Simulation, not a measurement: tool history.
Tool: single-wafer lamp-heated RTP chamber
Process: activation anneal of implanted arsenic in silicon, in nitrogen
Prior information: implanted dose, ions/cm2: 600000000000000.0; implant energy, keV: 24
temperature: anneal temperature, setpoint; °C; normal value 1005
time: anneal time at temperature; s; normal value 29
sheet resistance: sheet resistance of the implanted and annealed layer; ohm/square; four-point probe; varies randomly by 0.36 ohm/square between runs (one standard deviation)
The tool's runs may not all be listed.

| run | day | temperature | time | wafers since the last listed run | wafers since the last pyrometer calibration | wafers since the reflector plate was cleaned | hours since the gauge calibration | read-back reference wafer on the same gauge, sheet resistance | sheet resistance |
|---|---|---|---|---|---|---|---|---|---|
| 1 | 0 | 995 | 29 | 0 | 1583 | 7078 | 549.7 | 200.97 | 189.12 |
| 2 | 2.508 | 995 | 29 | 462 | 2046 | 7541 | 609.9 | 200.88 | 189.28 |
| 3 | 5.325 | 1005 | 29 | 519 | 2566 | 8060 | 677.5 | 201.05 | 186.49 |
| 4 | 8.054 | 1021 | 29 | 503 | 3069 | 8564 | 743 | 200.91 | 184.67 |
| 5 | 10.146 | 1021 | 29 | 385 | 3455 | 8949 | 793.2 | 200.75 | 184.44 |
| 6 | 12.196 | 1020 | 29 | 378 | 3833 | 9328 | 842.4 | 201.09 | 184.64 |
| 7 | 13.342 | 1020 | 29 | 211 | 4044 | 9539 | 869.9 | 200.97 | 184.71 |
| 8 | 16.175 | 1005 | 29 | 522 | 4567 | 10062 | 937.9 | 201.21 | 186.56 |
| 9 | 18.779 | 1005 | 29 | 480 | 5047 | 10542 | 1000.4 | 201.03 | 186.74 |
| 10 | 21.508 | 991 | 37 | 503 | 5551 | 11045 | 1065.9 | 201.12 | 187.1 |
|  | 22.171 | pyrometer window cleaned and pyrometer calibrated |
| 11 | 25.475 | 991 | 37 | 670 | 609 | 11716 | 1161.1 | 200.97 | 188.06 |
| 12 | 27.688 | 1005 | 29 | 408 | 1017 | 12124 | 1214.2 | 201.04 | 187.74 |
| 13 | 32.125 | 1005 | 29 | 818 | 1836 | 12942 | 1320.7 | 201.09 | 187.26 |
| 14 | 34.633 | 1035 | 12 | 462 | 2298 | 13405 | 1380.9 | 201 | 188.67 |
| 15 | 35.696 | 1034 | 42 | 195 | 2494 | 13601 | 1406.4 | 201.01 | 180.1 |
|  | 37.55 | reflector plate cleaned |
| 16 | 38.058 | 979 | 37 | 374 | 2869 | 93 | 1463.1 | 201.18 | 189.58 |
| 17 | 40.096 | 1005 | 29 | 375 | 3245 | 469 | 1512 | 201.02 | 187.49 |
| 18 | 41.983 | 1033 | 29 | 348 | 3593 | 817 | 1557.3 | 200.95 | 182.07 |
| 19 | 44.125 | 991 | 35 | 395 | 3988 | 1212 | 1608.7 | 201.06 | 187.62 |
|  | 44.867 | gauge calibrated |
| 20 | 46.804 | 994 | 41 | 494 | 4482 | 1706 | 46.5 | 200.91 | 186.99 |
| 21 | 47.808 | 1029 | 16 | 185 | 4667 | 1892 | 70.6 | 200.98 | 186.85 |
| 22 | 48.946 | 1023 | 29 | 209 | 4877 | 2102 | 97.9 | 201.25 | 183.93 |
| 23 | 50.7 | 1005 | 29 | 323 | 5201 | 2425 | 140 | 201.07 | 186.97 |
| 24 | 51.875 | 1005 | 29 | 216 | 5417 | 2642 | 168.2 | 201.1 | 186.68 |
| 25 | 54.525 | 1005 | 41 | 488 | 5906 | 3131 | 231.8 | 200.97 | 183.95 |
| 26 | 56.367 | 1019 | 15 | 339 | 6246 | 3470 | 276 | 201.15 | 188.42 |

List, for all runs, the conditions of the tool that the log does not record:
wafer temperature error from the tarnished reflector plate, K: 0 at every run
gauge reads high (%): 0 at every run
H1: true wafer temperature minus pyrometer reading, K
| run | H1 |
|---|---|
| 1 | 7.24 |
| 2 | 8.41 |
| 3 | 9.45 |
| 4 | 10.3 |
| 5 | 10.8 |
| 6 | 11.2 |
| 7 | 11.4 |
| 8 | 11.8 |
| 9 | 12.1 |
| 10 | 12.4 |
| 11 | 3.83 |
| 12 | 5.44 |
| 13 | 7.9 |
| 14 | 8.94 |
| 15 | 9.32 |
| 16 | 10.1 |
| 17 | 10.6 |
| 18 | 11 |
| 19 | 11.4 |
| 20 | 11.8 |
| 21 | 11.9 |
| 22 | 12.1 |
| 23 | 12.2 |
| 24 | 12.4 |
| 25 | 12.6 |
| 26 | 12.7 |
